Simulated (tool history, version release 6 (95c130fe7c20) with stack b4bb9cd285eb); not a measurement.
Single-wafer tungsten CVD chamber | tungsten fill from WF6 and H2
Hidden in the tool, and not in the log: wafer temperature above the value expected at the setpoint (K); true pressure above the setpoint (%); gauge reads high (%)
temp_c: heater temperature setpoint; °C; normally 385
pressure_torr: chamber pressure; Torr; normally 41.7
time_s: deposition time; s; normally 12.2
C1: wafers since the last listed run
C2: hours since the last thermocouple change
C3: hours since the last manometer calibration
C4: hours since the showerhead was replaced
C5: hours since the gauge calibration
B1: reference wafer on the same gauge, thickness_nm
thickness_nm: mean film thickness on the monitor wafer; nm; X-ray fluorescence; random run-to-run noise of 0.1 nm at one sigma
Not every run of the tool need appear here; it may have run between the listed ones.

Run 1, hour 0: usual settings but pressure_torr 35 Torr; C1 0; C2 1685.9; C3 857.4; C4 5440.1; C5 349.4; B1 37.682. Result: thickness_nm 30.697 nm.
At hour 16: gauge calibrated.
Run 2, hour 36: usual settings but pressure_torr 35 Torr; C1 749; C2 1721.9; C3 893.4; C4 5476.1; C5 20; B1 37.678. Result: thickness_nm 30.801 nm.
Run 3, hour 67.8: usual settings but pressure_torr 35 Torr; C1 662; C2 1753.7; C3 925.2; C4 5507.9; C5 51.8; B1 37.668. Result: thickness_nm 30.717 nm.
Run 4, hour 82.1: usual settings but pressure_torr 38.5 Torr; C1 297; C2 1768; C3 939.5; C4 5522.2; C5 66.1; B1 37.698. Result: thickness_nm 32.181 nm.
Run 5, hour 118.1: usual settings; C1 749; C2 1804; C3 975.5; C4 5558.2; C5 102.1; B1 37.719. Result: thickness_nm 33.27 nm.
Run 6, hour 143.1: usual settings but pressure_torr 34.3 Torr; C1 520; C2 1829; C3 1000.5; C4 5583.2; C5 127.1; B1 37.715. Result: thickness_nm 30.518 nm.
Run 7, hour 162.7: usual settings but pressure_torr 34.3 Torr; C1 408; C2 1848.6; C3 1020.1; C4 5602.8; C5 146.7; B1 37.692. Result: thickness_nm 30.377 nm.
Run 8, hour 191.2: usual settings but pressure_torr 34.3 Torr; C1 593; C2 1877.1; C3 1048.6; C4 5631.3; C5 175.2; B1 37.714. Result: thickness_nm 30.393 nm.
Run 9, hour 226.2: usual settings but temp_c 395 °C; C1 729; C2 1912.1; C3 1083.6; C4 5666.3; C5 210.2; B1 37.702. Result: thickness_nm 39.829 nm.
Run 10, hour 251.7: usual settings but temp_c 395 °C; C1 531; C2 1937.6; C3 1109.1; C4 5691.8; C5 235.7; B1 37.692. Result: thickness_nm 39.532 nm.
Run 11, hour 276.8: usual settings but temp_c 395 °C; C1 522; C2 1962.7; C3 1134.2; C4 5716.9; C5 260.8; B1 37.703. Result: thickness_nm 39.363 nm.
Run 12, hour 289.2: usual settings; C1 258; C2 1975.1; C3 1146.6; C4 5729.3; C5 273.2; B1 37.698. Result: thickness_nm 33.34 nm.
Run 13, hour 323.9: usual settings; C1 722; C2 2009.8; C3 1181.3; C4 5764; C5 307.9; B1 37.677. Result: thickness_nm 33.435 nm.
At hour 357.1: capacitance manometer re-zeroed and calibrated.
Run 14, hour 357.6: usual settings but temp_c 375 °C, pressure_torr 44.7 Torr; C1 535; C2 2043.5; C3 0.5; C4 5797.7; C5 341.6; B1 37.7. Result: thickness_nm 28.062 nm.
Run 15, hour 372.1: usual settings but temp_c 390 °C, pressure_torr 32.3 Torr, time_s 14.3 s; C1 302; C2 2058; C3 15; C4 5812.2; C5 356.1; B1 37.7. Result: thickness_nm 37.053 nm.
Run 16, hour 404.4: usual settings; C1 672; C2 2090.3; C3 47.3; C4 5844.5; C5 388.4; B1 37.683. Result: thickness_nm 32.669 nm.
At hour 427.6: gauge calibrated.
At hour 434.1: thermocouple changed; heater temperature recalibrated.
Run 17, hour 434.6: usual settings but time_s 13 s; C1 462; C2 0.5; C3 77.5; C4 5874.7; C5 7; B1 37.74. Result: thickness_nm 34.81 nm.
Run 18, hour 458: usual settings but pressure_torr 35.1 Torr; C1 487; C2 23.9; C3 100.9; C4 5898.1; C5 30.4; B1 37.697. Result: thickness_nm 30.38 nm.
Run 19, hour 493.9: usual settings; C1 747; C2 59.8; C3 136.8; C4 5934; C5 66.3; B1 37.68. Result: thickness_nm 32.751 nm.
At hour 528: showerhead replaced.
Run 20, hour 528.5: usual settings but temp_c 371 °C, pressure_torr 48.8 Torr, time_s 14.5 s; C1 554; C2 94.4; C3 171.4; C4 0.5; C5 100.9; B1 37.672. Result: thickness_nm 32.786 nm.
Run 21, hour 549.2: usual settings but temp_c 378 °C, pressure_torr 31.5 Torr, time_s 14.5 s; C1 431; C2 115.1; C3 192.1; C4 21.2; C5 121.6; B1 37.678. Result: thickness_nm 30.416 nm.
Run 22, hour 577: usual settings but pressure_torr 34.3 Torr; C1 579; C2 142.9; C3 219.9; C4 49; C5 149.4; B1 37.707. Result: thickness_nm 30.294 nm.
Run 23, hour 601.2: usual settings but time_s 13.9 s; C1 504; C2 167.1; C3 244.1; C4 73.2; C5 173.6; B1 37.69. Result: thickness_nm 37.691 nm.
Run 24, hour 635: usual settings; C1 704; C2 200.9; C3 277.9; C4 107; C5 207.4; B1 37.694. Result: thickness_nm 32.944 nm.
Run 25, hour 667.5: usual settings but pressure_torr 33.3 Torr; C1 676; C2 233.4; C3 310.4; C4 139.5; C5 239.9; B1 37.69. Result: thickness_nm 29.94 nm.

Entry by entry between the runs, the difference in hidden state between the last listed run before and the first listed run after:
Logged between run 1 and run 2: gauge calibrated (hour 16)
  true pressure above the setpoint (%): 4.86 -> 4.91
  measured value less the no-hidden-state value, thickness_nm: +0.66 -> +0.668 nm
Logged between run 13 and run 14: capacitance manometer re-zeroed and calibrated (hour 357.1)
  true pressure above the setpoint (%): 5.18 -> 0.175
  measured value less the no-hidden-state value, thickness_nm: +0.752 -> +0.022 nm
Logged between run 16 and run 17: gauge calibrated (hour 427.6); thermocouple changed; heater temperature recalibrated (hour 434.1)
  true pressure above the setpoint (%): 0.809 -> 1.18
  measured value less the no-hidden-state value, thickness_nm: +0.118 -> +0.183 nm
Logged between run 19 and run 20: showerhead replaced (hour 528)
  true pressure above the setpoint (%): 1.82 -> 2.15
  measured value less the no-hidden-state value, thickness_nm: +0.266 -> +0.31 nm
